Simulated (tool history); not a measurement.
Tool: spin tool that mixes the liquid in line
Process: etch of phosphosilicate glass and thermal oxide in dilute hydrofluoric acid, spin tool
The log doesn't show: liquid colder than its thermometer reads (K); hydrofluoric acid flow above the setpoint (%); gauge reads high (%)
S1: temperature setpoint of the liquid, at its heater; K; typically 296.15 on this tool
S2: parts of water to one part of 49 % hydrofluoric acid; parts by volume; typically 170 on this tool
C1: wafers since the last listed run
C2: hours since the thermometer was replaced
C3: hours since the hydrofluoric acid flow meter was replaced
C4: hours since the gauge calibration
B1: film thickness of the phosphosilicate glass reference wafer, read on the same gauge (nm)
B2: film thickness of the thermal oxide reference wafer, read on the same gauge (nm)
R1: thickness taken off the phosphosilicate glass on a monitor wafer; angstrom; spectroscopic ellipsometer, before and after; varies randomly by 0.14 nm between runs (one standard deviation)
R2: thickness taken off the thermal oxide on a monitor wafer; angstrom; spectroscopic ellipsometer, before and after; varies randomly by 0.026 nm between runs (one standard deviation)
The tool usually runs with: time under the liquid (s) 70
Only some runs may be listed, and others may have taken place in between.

run 1 hour=0.0 | S1=299.15 S2=170 time_under_the_liquid_(s)=70 | C1=0 C2=127.5 C3=415.7 C4=2320.5 | B1=110.04 B2=129.986 | R1=310.2 R2=20.83
run 2 hour=44.5 | S1=292.65 S2=135 time_under_the_liquid_(s)=70 | C1=485 C2=172.0 C3=460.2 C4=2365.0 | B1=110.02 B2=129.968 | R1=318.2 R2=20.81
run 3 hour=123.2 | S1=292.65 S2=135 time_under_the_liquid_(s)=70 | C1=858 C2=250.7 C3=538.9 C4=2443.7 | B1=110.01 B2=130.025 | R1=319.4 R2=20.56
-- hour=182.5 hydrofluoric acid flow meter replaced
run 4 hour=195.4 | S1=292.65 S2=135 time_under_the_liquid_(s)=70 | C1=776 C2=322.9 C3=12.9 C4=2515.9 | B1=110.04 B2=130.012 | R1=305.3 R2=20.03
run 5 hour=276.8 | S1=296.15 S2=210 time_under_the_liquid_(s)=70 | C1=887 C2=404.3 C3=94.3 C4=2597.3 | B1=110.02 B2=129.985 | R1=208.2 R2=13.68
run 6 hour=330.5 | S1=296.15 S2=210 time_under_the_liquid_(s)=70 | C1=585 C2=458.0 C3=148.0 C4=2651.0 | B1=110.02 B2=129.996 | R1=211.9 R2=13.66
run 7 hour=367.0 | S1=296.15 S2=210 time_under_the_liquid_(s)=70 | C1=398 C2=494.5 C3=184.5 C4=2687.5 | B1=110.00 B2=129.975 | R1=213.5 R2=14.25
run 8 hour=411.7 | S1=296.15 S2=170 time_under_the_liquid_(s)=70 | C1=487 C2=539.2 C3=229.2 C4=2732.2 | B1=110.00 B2=129.981 | R1=274.1 R2=17.98
run 9 hour=474.7 | S1=296.15 S2=215 time_under_the_liquid_(s)=90 | C1=687 C2=602.2 C3=292.2 C4=2795.2 | B1=109.99 B2=129.979 | R1=266.8 R2=17.29
-- hour=491.9 gauge calibrated
run 10 hour=561.1 | S1=296.15 S2=115 time_under_the_liquid_(s)=95 | C1=942 C2=688.6 C3=378.6 C4=69.2 | B1=109.97 B2=129.979 | R1=592.2 R2=39.46
run 11 hour=621.0 | S1=296.15 S2=170 time_under_the_liquid_(s)=70 | C1=653 C2=748.5 C3=438.5 C4=129.1 | B1=110.04 B2=130.026 | R1=277.6 R2=18.26
run 12 hour=667.9 | S1=296.15 S2=170 time_under_the_liquid_(s)=70 | C1=511 C2=795.4 C3=485.4 C4=176.0 | B1=110.00 B2=130.018 | R1=281.0 R2=17.84
-- hour=754.1 hydrofluoric acid flow meter replaced
run 13 hour=774.1 | S1=296.15 S2=170 time_under_the_liquid_(s)=105 | C1=1147 C2=901.6 C3=20.0 C4=282.2 | B1=109.96 B2=129.964 | R1=398.2 R2=26.34
run 14 hour=824.6 | S1=300.65 S2=90 time_under_the_liquid_(s)=40 | C1=550 C2=952.1 C3=70.5 C4=332.7 | B1=109.99 B2=130.017 | R1=382.6 R2=24.58
run 15 hour=920.1 | S1=296.15 S2=115 time_under_the_liquid_(s)=95 | C1=1041 C2=1047.6 C3=166.0 C4=428.2 | B1=110.03 B2=130.015 | R1=573.5 R2=37.52
run 16 hour=974.3 | S1=301.15 S2=215 time_under_the_liquid_(s)=105 | C1=591 C2=1101.8 C3=220.2 C4=482.4 | B1=110.02 B2=129.958 | R1=366.6 R2=25.27
run 17 hour=1026.7 | S1=296.15 S2=170 time_under_the_liquid_(s)=70 | C1=571 C2=1154.2 C3=272.6 C4=534.8 | B1=110.03 B2=129.979 | R1=273.2 R2=18.01
run 18 hour=1124.6 | S1=292.65 S2=135 time_under_the_liquid_(s)=70 | C1=1067 C2=1252.1 C3=370.5 C4=632.7 | B1=109.97 B2=130.006 | R1=315.5 R2=20.82
run 19 hour=1185.5 | S1=296.15 S2=170 time_under_the_liquid_(s)=70 | C1=664 C2=1313.0 C3=431.4 C4=693.6 | B1=109.99 B2=130.038 | R1=276.5 R2=18.40
run 20 hour=1260.6 | S1=296.15 S2=170 time_under_the_liquid_(s)=70 | C1=819 C2=1388.1 C3=506.5 C4=768.7 | B1=110.03 B2=130.002 | R1=278.4 R2=18.84
run 21 hour=1366.3 | S1=299.15 S2=170 time_under_the_liquid_(s)=95 | C1=1152 C2=1493.8 C3=612.2 C4=874.4 | B1=110.01 B2=130.036 | R1=430.9 R2=28.24
run 22 hour=1419.8 | S1=292.15 S2=200 time_under_the_liquid_(s)=60 | C1=583 C2=1547.3 C3=665.7 C4=927.9 | B1=109.99 B2=130.008 | R1=169.5 R2=11.39
-- hour=1473.1 hydrofluoric acid flow meter replaced
run 23 hour=1479.1 | S1=293.65 S2=195 time_under_the_liquid_(s)=110 | C1=635 C2=1606.6 C3=6.0 C4=987.2 | B1=109.98 B2=129.983 | R1=322.8 R2=21.66
run 24 hour=1755.8 | S1=298.15 S2=135 time_under_the_liquid_(s)=50 | C1=3017 C2=1883.3 C3=282.7 C4=1263.9 | B1=110.00 B2=129.979 | R1=277.2 R2=17.94
run 25 hour=1854.9 | S1=293.15 S2=245 time_under_the_liquid_(s)=110 | C1=1080 C2=1982.4 C3=381.8 C4=1363.0 | B1=110.05 B2=130.043 | R1=250.9 R2=16.62
run 26 hour=1939.5 | S1=293.65 S2=100 time_under_the_liquid_(s)=90 | C1=922 C2=2067.0 C3=466.4 C4=1447.6 | B1=109.97 B2=129.975 | R1=593.9 R2=39.62

Hidden state at the last listed run before each entry between runs and at the first one after, where it differs:
Between runs 3 and 4: hydrofluoric acid flow meter replaced (hour 182.5)
  hydrofluoric acid flow above the setpoint (%): 4.57 -> 0.432
  measured less the result without the state, R1: +15.9 -> +1.5 angstrom; R2: +1.02 -> +0.10 angstrom
Between runs 9 and 10: gauge calibrated (hour 491.9)
  hydrofluoric acid flow above the setpoint (%): 2.72 -> 3.43
  measured less the result without the state, R1: +8.6 -> +22.2 angstrom; R2: +0.56 -> +1.48 angstrom
Between runs 12 and 13: hydrofluoric acid flow meter replaced (hour 754.1)
  hydrofluoric acid flow above the setpoint (%): 4.31 -> 0.188
  measured less the result without the state, R1: +13.7 -> +0.8 angstrom; R2: +0.87 -> +0.05 angstrom
Between runs 22 and 23: hydrofluoric acid flow meter replaced (hour 1473.1)
  hydrofluoric acid flow above the setpoint (%): 5.49 -> 0.229
  measured less the result without the state, R1: +10.4 -> +0.9 angstrom; R2: +0.70 -> +0.06 angstrom
